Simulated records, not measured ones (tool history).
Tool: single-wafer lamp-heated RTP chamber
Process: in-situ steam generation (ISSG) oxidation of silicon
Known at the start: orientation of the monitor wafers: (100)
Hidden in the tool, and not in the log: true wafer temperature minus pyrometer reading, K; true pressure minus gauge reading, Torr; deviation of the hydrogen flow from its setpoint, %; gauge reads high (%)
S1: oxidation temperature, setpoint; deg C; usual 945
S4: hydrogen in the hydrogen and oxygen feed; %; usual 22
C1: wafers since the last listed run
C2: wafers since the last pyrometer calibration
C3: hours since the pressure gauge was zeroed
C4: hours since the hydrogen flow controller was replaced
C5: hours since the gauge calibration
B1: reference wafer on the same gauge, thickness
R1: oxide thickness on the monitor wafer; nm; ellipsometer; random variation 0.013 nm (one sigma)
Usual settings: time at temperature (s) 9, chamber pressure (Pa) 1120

run 1 hour=0 | S1=945 time_at_temperature_(s)=9 chamber_pressure_(Pa)=1120 S4=27 | C1=0 C2=6616 C3=2769.5 C4=2999.4 C5=1061.9 | B1=3.201 | R1=3.928
-- hour=38.5 pyrometer window cleaned and pyrometer calibrated
-- hour=62.9 pressure gauge zeroed
run 2 hour=64.1 | S1=945 time_at_temperature_(s)=9 chamber_pressure_(Pa)=1120 S4=27 | C1=681 C2=248 C3=1.2 C4=3063.5 C5=1126 | B1=3.208 | R1=3.949
run 3 hour=115.1 | S1=945 time_at_temperature_(s)=9 chamber_pressure_(Pa)=1120 S4=27 | C1=722 C2=971 C3=52.2 C4=3114.5 C5=1177 | B1=3.209 | R1=3.954
run 4 hour=153.3 | S1=945 time_at_temperature_(s)=9 chamber_pressure_(Pa)=1120 S4=22 | C1=541 C2=1513 C3=90.4 C4=3152.7 C5=1215.2 | B1=3.214 | R1=3.748
run 5 hour=207.9 | S1=945 time_at_temperature_(s)=9 chamber_pressure_(Pa)=1120 S4=22 | C1=774 C2=2287 C3=145 C4=3207.3 C5=1269.8 | B1=3.22 | R1=3.735
run 6 hour=273.9 | S1=945 time_at_temperature_(s)=9 chamber_pressure_(Pa)=1120 S4=22 | C1=935 C2=3223 C3=211 C4=3273.3 C5=1335.8 | B1=3.222 | R1=3.748
run 7 hour=316 | S1=945 time_at_temperature_(s)=9 chamber_pressure_(Pa)=1120 S4=22 | C1=596 C2=3819 C3=253.1 C4=3315.4 C5=1377.9 | B1=3.227 | R1=3.76
-- hour=330.3 gauge calibrated
run 8 hour=356.6 | S1=945 time_at_temperature_(s)=9 chamber_pressure_(Pa)=1120 S4=22 | C1=575 C2=4395 C3=293.7 C4=3356 C5=26.3 | B1=3.103 | R1=3.616
run 9 hour=425.2 | S1=937 time_at_temperature_(s)=9 chamber_pressure_(Pa)=1120 S4=22 | C1=972 C2=5367 C3=362.3 C4=3424.6 C5=94.9 | B1=3.112 | R1=3.563
run 10 hour=485.7 | S1=936 time_at_temperature_(s)=6 chamber_pressure_(Pa)=1120 S4=13 | C1=857 C2=6225 C3=422.8 C4=3485.1 C5=155.4 | B1=3.119 | R1=2.713
-- hour=506.2 pyrometer window cleaned and pyrometer calibrated
run 11 hour=517.5 | S1=945 time_at_temperature_(s)=10 chamber_pressure_(Pa)=1120 S4=22 | C1=337 C2=159 C3=454.6 C4=3516.9 C5=187.2 | B1=3.121 | R1=3.787
run 12 hour=637.1 | S1=939 time_at_temperature_(s)=9 chamber_pressure_(Pa)=1120 S4=22 | C1=1695 C2=1855 C3=574.2 C4=3636.5 C5=306.8 | B1=3.135 | R1=3.606
-- hour=680.1 hydrogen flow controller replaced
run 13 hour=699.3 | S1=945 time_at_temperature_(s)=9 chamber_pressure_(Pa)=1120 S4=22 | C1=768 C2=2623 C3=636.4 C4=19.2 C5=369 | B1=3.136 | R1=3.64
run 14 hour=768.1 | S1=945 time_at_temperature_(s)=9 chamber_pressure_(Pa)=1120 S4=22 | C1=975 C2=3599 C3=705.2 C4=88 C5=437.8 | B1=3.14 | R1=3.651
run 15 hour=806.3 | S1=962 time_at_temperature_(s)=8 chamber_pressure_(Pa)=1000 S4=26 | C1=541 C2=4140 C3=743.4 C4=126.2 C5=476 | B1=3.146 | R1=3.809
run 16 hour=861.3 | S1=935 time_at_temperature_(s)=9 chamber_pressure_(Pa)=1120 S4=12 | C1=779 C2=4920 C3=798.4 C4=181.2 C5=531 | B1=3.15 | R1=3.114
run 17 hour=924.5 | S1=945 time_at_temperature_(s)=8 chamber_pressure_(Pa)=1120 S4=22 | C1=895 C2=5816 C3=861.6 C4=244.4 C5=594.2 | B1=3.16 | R1=3.555
run 18 hour=973.8 | S1=936 time_at_temperature_(s)=9 chamber_pressure_(Pa)=1293 S4=22 | C1=698 C2=6515 C3=910.9 C4=293.7 C5=643.5 | B1=3.163 | R1=3.571
-- hour=999.7 pyrometer window cleaned and pyrometer calibrated
run 19 hour=1005.4 | S1=957 time_at_temperature_(s)=9 chamber_pressure_(Pa)=1120 S4=22 | C1=334 C2=80 C3=942.5 C4=325.3 C5=675.1 | B1=3.168 | R1=3.767
run 20 hour=1074.8 | S1=945 time_at_temperature_(s)=9 chamber_pressure_(Pa)=1120 S4=29 | C1=983 C2=1064 C3=1011.9 C4=394.7 C5=744.5 | B1=3.171 | R1=3.974
run 21 hour=1120 | S1=930 time_at_temperature_(s)=6 chamber_pressure_(Pa)=1120 S4=22 | C1=640 C2=1705 C3=1057.1 C4=439.9 C5=789.7 | B1=3.175 | R1=3.127
run 22 hour=1157.4 | S1=945 time_at_temperature_(s)=9 chamber_pressure_(Pa)=1120 S4=26 | C1=530 C2=2235 C3=1094.5 C4=477.3 C5=827.1 | B1=3.179 | R1=3.855
run 23 hour=1196.3 | S1=945 time_at_temperature_(s)=9 chamber_pressure_(Pa)=1173 S4=30 | C1=551 C2=2786 C3=1133.4 C4=516.2 C5=866 | B1=3.177 | R1=4.004
run 24 hour=1262.6 | S1=945 time_at_temperature_(s)=8 chamber_pressure_(Pa)=1120 S4=18 | C1=939 C2=3726 C3=1199.7 C4=582.5 C5=932.3 | B1=3.188 | R1=3.366
run 25 hour=1293 | S1=925 time_at_temperature_(s)=7 chamber_pressure_(Pa)=1120 S4=17 | C1=430 C2=4157 C3=1230.1 C4=612.9 C5=962.7 | B1=3.188 | R1=3.078
run 26 hour=1351.1 | S1=954 time_at_temperature_(s)=11 chamber_pressure_(Pa)=1120 S4=13 | C1=823 C2=4981 C3=1288.2 C4=671 C5=1020.8 | B1=3.192 | R1=3.592
run 27 hour=1399.1 | S1=951 time_at_temperature_(s)=12 chamber_pressure_(Pa)=1040 S4=22 | C1=680 C2=5661 C3=1336.2 C4=719 C5=1068.8 | B1=3.197 | R1=4.188
-- hour=1428.4 pyrometer window cleaned and pyrometer calibrated
run 28 hour=1462.8 | S1=925 time_at_temperature_(s)=7 chamber_pressure_(Pa)=1120 S4=17 | C1=789 C2=487 C3=1399.9 C4=782.7 C5=1132.5 | B1=3.209 | R1=3.111
run 29 hour=1513.8 | S1=945 time_at_temperature_(s)=9 chamber_pressure_(Pa)=1120 S4=22 | C1=722 C2=1210 C3=1450.9 C4=833.7 C5=1183.5 | B1=3.205 | R1=3.746
run 30 hour=1573.4 | S1=945 time_at_temperature_(s)=9 chamber_pressure_(Pa)=1120 S4=22 | C1=844 C2=2055 C3=1510.5 C4=893.3 C5=1243.1 | B1=3.218 | R1=3.719
run 31 hour=1610.4 | S1=945 time_at_temperature_(s)=9 chamber_pressure_(Pa)=1120 S4=22 | C1=524 C2=2580 C3=1547.5 C4=930.3 C5=1280.1 | B1=3.217 | R1=3.744
run 32 hour=1672.4 | S1=955 time_at_temperature_(s)=9 chamber_pressure_(Pa)=1120 S4=29 | C1=878 C2=3459 C3=1609.5 C4=992.3 C5=1342.1 | B1=3.225 | R1=4.115

What the log doesn't show, run by run:
true wafer temperature minus pyrometer reading, K: 0 in every run
true pressure minus gauge reading, Torr: 0 in every run
deviation of the hydrogen flow from its setpoint, %: 0 in every run
H1: gauge reads high (%)
run=1 H1=2.89
run=2 H1=3.07
run=3 H1=3.22
run=4 H1=3.33
run=5 H1=3.48
run=6 H1=3.67
run=7 H1=3.79
run=8 H1=-0.103
run=9 H1=0.0937
run=10 H1=0.267
run=11 H1=0.358
run=12 H1=0.701
run=13 H1=0.88
run=14 H1=1.08
run=15 H1=1.19
run=16 H1=1.34
run=17 H1=1.53
run=18 H1=1.67
run=19 H1=1.76
run=20 H1=1.96
run=21 H1=2.09
run=22 H1=2.19
run=23 H1=2.3
run=24 H1=2.5
run=25 H1=2.58
run=26 H1=2.75
run=27 H1=2.89
run=28 H1=3.07
run=29 H1=3.22
run=30 H1=3.39
run=31 H1=3.49
run=32 H1=3.67

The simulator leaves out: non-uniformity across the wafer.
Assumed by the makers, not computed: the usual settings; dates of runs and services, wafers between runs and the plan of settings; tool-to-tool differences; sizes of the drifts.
